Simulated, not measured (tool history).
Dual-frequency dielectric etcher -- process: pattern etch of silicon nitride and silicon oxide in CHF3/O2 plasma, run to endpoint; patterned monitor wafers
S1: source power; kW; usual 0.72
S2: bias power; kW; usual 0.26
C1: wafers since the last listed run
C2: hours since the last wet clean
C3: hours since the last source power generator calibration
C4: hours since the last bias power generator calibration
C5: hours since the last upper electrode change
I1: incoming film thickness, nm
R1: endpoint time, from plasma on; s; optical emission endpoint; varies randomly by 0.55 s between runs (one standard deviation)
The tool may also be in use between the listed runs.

run	day	S1	S2	C1	C2	C3	C4	C5	I1	R1
1	0	0.72	0.26	0	310.7	3532.7	3552.2	1270.9	183.5	86.8
2	2.05	0.86	0.26	432	359.9	3581.9	3601.4	1320.1	185.7	82.8
3	5.95	0.58	0.213	822	453.5	3675.5	3695	1413.7	185	97.5
4	7.85	0.72	0.26	400	499.1	3721.1	3740.6	1459.3	183.7	85.9
5	11.279	0.72	0.26	723	581.4	3803.4	3822.9	1541.6	184.6	84.1
# day 14.729: wet clean of the chamber
6	15.092	0.72	0.26	593	8.7	3894.9	3914.4	1633.1	185.7	91.1
7	19.283	0.72	0.26	884	109.3	3995.5	4015	1733.7	186.5	91
8	23.492	0.72	0.26	887	210.3	4096.5	4116	1834.7	184.5	87.6
9	27.492	0.72	0.26	843	306.3	4192.5	4212	1930.7	185.2	87
# day 28.504: bias power generator calibrated
10	30.383	0.72	0.26	574	375.7	4261.9	45.1	2000.1	184.8	86.8
# day 36.092: wet clean of the chamber
11	39.429	0.72	0.26	1697	80.1	4479	262.2	2217.2	185	88.5
# day 40.517: source power generator calibrated
# day 40.946: upper electrode replaced
12	41.996	0.82	0.229	415	141.7	35.5	323.8	25.2	183.5	88.4
13	43.775	0.72	0.26	375	184.4	78.2	366.5	67.9	185	87.8
14	47.433	0.88	0.26	771	272.2	166	454.3	155.7	185.4	83.1
15	49.833	0.72	0.26	506	329.8	223.6	511.9	213.3	183.8	86.9
16	53.458	0.87	0.311	764	416.8	310.6	598.9	300.3	183.8	76.4
17	57.679	0.62	0.26	890	518.1	411.9	700.2	401.6	185	90.2
18	61.142	0.78	0.301	730	601.2	495	783.3	484.7	183.4	79.1
# day 62.954: wet clean of the chamber
19	64.642	0.8	0.306	527	40.5	579	867.3	568.7	185.9	83.3
20	68.642	0.79	0.228	843	136.5	675	963.3	664.7	183.6	89.8
21	72.708	0.61	0.26	857	234.1	772.6	1060.9	762.3	184.9	93
22	75.538	0.63	0.222	596	302	840.5	1128.8	830.2	184.3	96.3

Consider 3 possible next runs. They are alternatives, not a sequence: every one starts from the tool as it was left by run 22. What does each give?
A	75.558	0.82	0.26	4	302.5	841	1129.3	830.7	185.6	?
B	75.558	0.58	0.26	4	302.5	841	1129.3	830.7	185.6	?
C	75.558	0.72	0.221	4	302.5	841	1129.3	830.7	185.6	?

run	R1
A	84.4
B	93.5
C	92.4
Had the tool no hidden state, the same runs would have come out as:
run	R1
A	86.5
B	95.8
C	94.7

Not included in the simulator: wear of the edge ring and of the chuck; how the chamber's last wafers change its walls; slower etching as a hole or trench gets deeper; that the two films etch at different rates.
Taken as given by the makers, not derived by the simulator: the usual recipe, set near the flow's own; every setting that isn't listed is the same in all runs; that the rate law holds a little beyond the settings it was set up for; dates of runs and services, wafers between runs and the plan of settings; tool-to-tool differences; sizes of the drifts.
